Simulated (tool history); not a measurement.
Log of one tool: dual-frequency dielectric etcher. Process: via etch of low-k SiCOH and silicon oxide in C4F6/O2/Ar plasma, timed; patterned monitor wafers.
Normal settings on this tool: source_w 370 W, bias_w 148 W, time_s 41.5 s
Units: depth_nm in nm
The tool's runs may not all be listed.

run     day  source_w  bias_w  time_s  read-back reference wafer on the same gauge, depth_nm  depth_nm
  1   0.000       370     148    33.0                                                  105.6      69.3
  2   2.550       370     148    33.0                                                  105.7      68.3
  3   3.717       370     148    33.0                                                  105.9      68.9
  4   6.029       370     148    41.5                                                  105.7      85.8
     11.175  -- upper electrode replaced
  5  12.529       370     148    41.5                                                  105.7      83.7
  6  13.575       370     148    41.5                                                  105.5      83.8
  7  15.058       320     148    41.5                                                  105.9      76.6
     15.058  -- gauge calibrated
     17.033  -- wet clean of the chamber
  8  17.408       300     148    41.5                                                  105.5      77.3
  9  18.892       370     132    41.5                                                  105.6      84.8
     21.333  -- source power generator calibrated
 10  21.638       340     113    37.5                                                  105.8      70.7
     22.842  -- bias power generator calibrated
 11  23.429       370     112    38.5                                                  105.7      73.7
 12  25.142       450     129    49.0                                                  105.7     108.9
 13  27.017       430     148    29.0                                                  105.9      64.6
 14  29.921       320     148    41.5                                                  105.4      77.9

What if the next run were any one of these 4? Each begins from the tool's condition after run 14:
  A  29.938       370     148    41.5                                                      ?         ?
  B  29.938       320     134    31.5                                                      ?         ?
  C  29.938       280     148    54.0                                                      ?         ?
  D  29.938       440     138    31.5                                                      ?         ?

run  read-back reference wafer on the same gauge, depth_nm  depth_nm
  A                                                  105.8      86.1
  B                                                  105.8      58.9
  C                                                  105.8      96.4
  D                                                  105.8      70.0
What these runs would have given with no unlogged condition in the tool:
run  depth_nm
  A      89.6
  B      61.3
  C     100.3
  D      72.8

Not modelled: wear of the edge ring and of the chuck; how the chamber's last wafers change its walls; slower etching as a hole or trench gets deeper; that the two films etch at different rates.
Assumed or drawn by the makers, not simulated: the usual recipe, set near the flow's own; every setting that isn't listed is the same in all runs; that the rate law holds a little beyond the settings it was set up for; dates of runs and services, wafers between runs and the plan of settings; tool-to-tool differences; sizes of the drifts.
